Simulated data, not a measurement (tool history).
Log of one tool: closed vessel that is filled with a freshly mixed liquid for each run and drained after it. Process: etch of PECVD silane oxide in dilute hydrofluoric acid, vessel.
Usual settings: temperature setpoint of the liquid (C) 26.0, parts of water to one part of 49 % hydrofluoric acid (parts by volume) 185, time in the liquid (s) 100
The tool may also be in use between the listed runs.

| run | day | temperature setpoint of the liquid (C) | parts of water to one part of 49 % hydrofluoric acid (parts by volume) | time in the liquid (s) | wafers since the last listed run | hours since the thermometer was replaced | hours since the hydrofluoric acid flow meter was replaced | hours since the gauge calibration | read-back film thickness of the PECVD silane oxide reference wafer, read on the same gauge (nm) | thickness taken off the PECVD silane oxide on a monitor wafer (nm) |
|---|---|---|---|---|---|---|---|---|---|---|
| 1 | 0.000 | 26.0 | 185 | 70 | 0 | 2287.3 | 1101.7 | 371.3 | 40.06 | 9.69 |
| 2 | 0.575 | 26.0 | 185 | 70 | 1299 | 2301.1 | 1115.5 | 385.1 | 40.04 | 9.64 |
| 3 | 1.725 | 26.0 | 185 | 70 | 2598 | 2328.7 | 1143.1 | 412.7 | 40.01 | 9.62 |
| 4 | 2.796 | 26.0 | 185 | 100 | 2419 | 2354.4 | 1168.8 | 438.4 | 40.06 | 13.62 |
| 5 | 4.267 | 26.0 | 185 | 140 | 3323 | 2389.7 | 1204.1 | 473.7 | 39.99 | 18.97 |
| 6 | 4.967 | 29.5 | 185 | 100 | 1581 | 2406.5 | 1220.9 | 490.5 | 40.04 | 15.50 |
| 7 | 7.683 | 29.5 | 185 | 100 | 6138 | 2471.7 | 1286.1 | 555.7 | 39.95 | 15.39 |
|  | 7.804 | gauge calibrated |
|  | 8.262 | hydrofluoric acid flow meter replaced |
| 8 | 8.833 | 29.5 | 185 | 100 | 2504 | 2499.3 | 13.7 | 24.7 | 40.00 | 17.36 |
| 9 | 9.608 | 26.0 | 185 | 100 | 1751 | 2517.9 | 32.3 | 43.3 | 40.00 | 15.12 |
|  | 10.217 | thermometer replaced |
| 10 | 10.446 | 26.0 | 185 | 100 | 1798 | 5.5 | 52.4 | 63.4 | 40.00 | 16.84 |
| 11 | 11.300 | 26.0 | 185 | 100 | 1929 | 26.0 | 72.9 | 83.9 | 40.01 | 16.81 |
| 12 | 12.475 | 30.0 | 135 | 100 | 2654 | 54.2 | 101.1 | 112.1 | 39.99 | 28.49 |
| 13 | 13.329 | 26.0 | 185 | 100 | 1929 | 74.7 | 121.6 | 132.6 | 39.99 | 16.78 |
| 14 | 14.588 | 29.0 | 235 | 155 | 2843 | 104.9 | 151.8 | 162.8 | 39.98 | 21.40 |
| 15 | 15.375 | 27.5 | 120 | 100 | 1779 | 123.8 | 170.7 | 181.7 | 40.04 | 29.44 |
| 16 | 16.308 | 29.5 | 255 | 100 | 2108 | 146.2 | 193.1 | 204.1 | 40.06 | 12.45 |
| 17 | 17.246 | 26.0 | 185 | 100 | 2118 | 168.7 | 215.6 | 226.6 | 40.00 | 16.57 |
| 18 | 17.758 | 26.0 | 185 | 100 | 1157 | 181.0 | 227.9 | 238.9 | 40.01 | 16.51 |
| 19 | 18.908 | 30.0 | 115 | 125 | 2598 | 208.6 | 255.5 | 266.5 | 39.96 | 41.83 |
| 20 | 19.958 | 26.0 | 185 | 100 | 2372 | 233.8 | 280.7 | 291.7 | 39.95 | 16.43 |
| 21 | 20.529 | 30.5 | 270 | 115 | 1289 | 247.5 | 294.4 | 305.4 | 39.99 | 13.55 |
| 22 | 21.488 | 24.5 | 145 | 155 | 2165 | 270.5 | 317.4 | 328.4 | 40.01 | 31.94 |
| 23 | 22.012 | 22.5 | 210 | 85 | 1186 | 283.1 | 330.0 | 341.0 | 40.00 | 10.45 |

3 ways to go on from here, each from the tool as it stands after run 23. What would each give?
| A | 22.042 | 24.5 | 185 | 100 | 65 | 283.8 | 330.7 | 341.7 | ? | ? |
| B | 22.042 | 21.0 | 245 | 125 | 65 | 283.8 | 330.7 | 341.7 | ? | ? |
| C | 22.042 | 28.0 | 230 | 160 | 65 | 283.8 | 330.7 | 341.7 | ? | ? |

| run | read-back film thickness of the PECVD silane oxide reference wafer, read on the same gauge (nm) | thickness taken off the PECVD silane oxide on a monitor wafer (nm) |
|---|---|---|
| A | 39.96 | 15.48 |
| B | 39.96 | 12.05 |
| C | 39.96 | 21.46 |
Without the tool's hidden state the same runs would have given:
| run | thickness taken off the PECVD silane oxide on a monitor wafer (nm) |
|---|---|
| A | 16.20 |
| B | 12.62 |
| C | 22.48 |

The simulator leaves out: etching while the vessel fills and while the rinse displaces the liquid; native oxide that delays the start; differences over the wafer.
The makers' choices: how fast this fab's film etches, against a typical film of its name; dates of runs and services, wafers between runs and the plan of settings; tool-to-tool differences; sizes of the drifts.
